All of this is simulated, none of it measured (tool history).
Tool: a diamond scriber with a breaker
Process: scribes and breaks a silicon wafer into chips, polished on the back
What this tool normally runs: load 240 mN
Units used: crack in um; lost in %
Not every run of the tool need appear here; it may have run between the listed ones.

run,hour,load,wafers since the last listed run,hours since the diamond tip was replaced,hours since the load on the tip was calibrated,"incoming depth of the damage left on the back of the incoming wafer, um",crack,lost
1,0.0,240,0,546.4,1017.3,0.02,12.31,5.34
2,91.7,240,143,638.1,1109.0,0.01,11.88,6.54
# hour 128.0: load on the tip recalibrated
3,135.6,240,65,682.0,7.6,0.01,13.17,3.33
4,187.4,240,81,733.8,59.4,0.03,13.01,3.37
5,282.3,265,148,828.7,154.3,0.02,13.26,2.22
6,388.5,197,166,934.9,260.5,0.02,10.04,14.84
# hour 475.7: diamond tip replaced by a new one
7,476.2,240,134,0.5,348.2,0.03,14.27,1.62
8,514.4,240,59,38.7,386.4,0.03,14.23,1.72
9,574.9,240,94,99.2,446.9,0.02,14.15,1.67
10,637.1,215,97,161.4,509.1,0.04,12.53,4.34
11,684.2,215,73,208.5,556.2,0.05,11.98,4.98
12,787.9,215,162,312.2,659.9,0.01,12.41,6.16
13,850.2,264,97,374.5,722.2,0.05,14.11,1.79
14,918.5,240,107,442.8,790.5,0.02,13.00,3.87
15,993.8,190,118,518.1,865.8,0.03,10.02,17.09
16,1075.3,265,127,599.6,947.3,0.02,13.27,2.70
17,1176.3,182,158,700.6,1048.3,0.04,8.75,21.62
18,1265.9,240,140,790.2,1137.9,0.02,11.64,7.97
19,1316.6,305,79,840.9,1188.6,0.01,14.11,1.98
20,1413.8,300,152,938.1,1285.8,0.02,13.78,2.55
# hour 1445.2: diamond tip replaced by a new one
21,1492.5,221,120,47.3,1364.5,0.02,12.02,5.79
# hour 1506.7: load on the tip recalibrated
22,1583.2,297,139,138.0,76.5,0.04,17.55,4.52
23,1681.9,180,154,236.7,175.2,0.05,10.84,11.44
24,1757.2,240,118,312.0,250.5,0.02,14.12,2.01
25,1809.2,240,81,364.0,302.5,0.04,13.96,2.27
26,1906.5,284,152,461.3,399.8,0.02,15.68,1.85
27,1951.4,285,70,506.2,444.7,0.02,15.41,1.91
28,2002.7,278,80,557.5,496.0,0.05,14.89,1.49
29,2105.1,240,160,659.9,598.4,0.04,12.43,3.96

Forecast each of these 5 alternatives for the next run:
A,2105.8,240,1,660.6,599.1,0.04,?,?
B,2105.8,269,1,660.6,599.1,0.04,?,?
C,2105.8,266,1,660.6,599.1,0.04,?,?
D,2105.8,205,1,660.6,599.1,0.04,?,?
E,2105.8,177,1,660.6,599.1,0.04,?,?

run,crack,lost
A,13.04,4.13
B,14.43,1.98
C,14.29,2.10
D,11.26,10.43
E,9.73,19.78
Without the tool's unlogged condition, the same runs would have read:
run,crack,lost
A,15.34,1.61
B,16.97,2.59
C,16.81,2.41
D,13.25,3.67
E,11.44,9.57
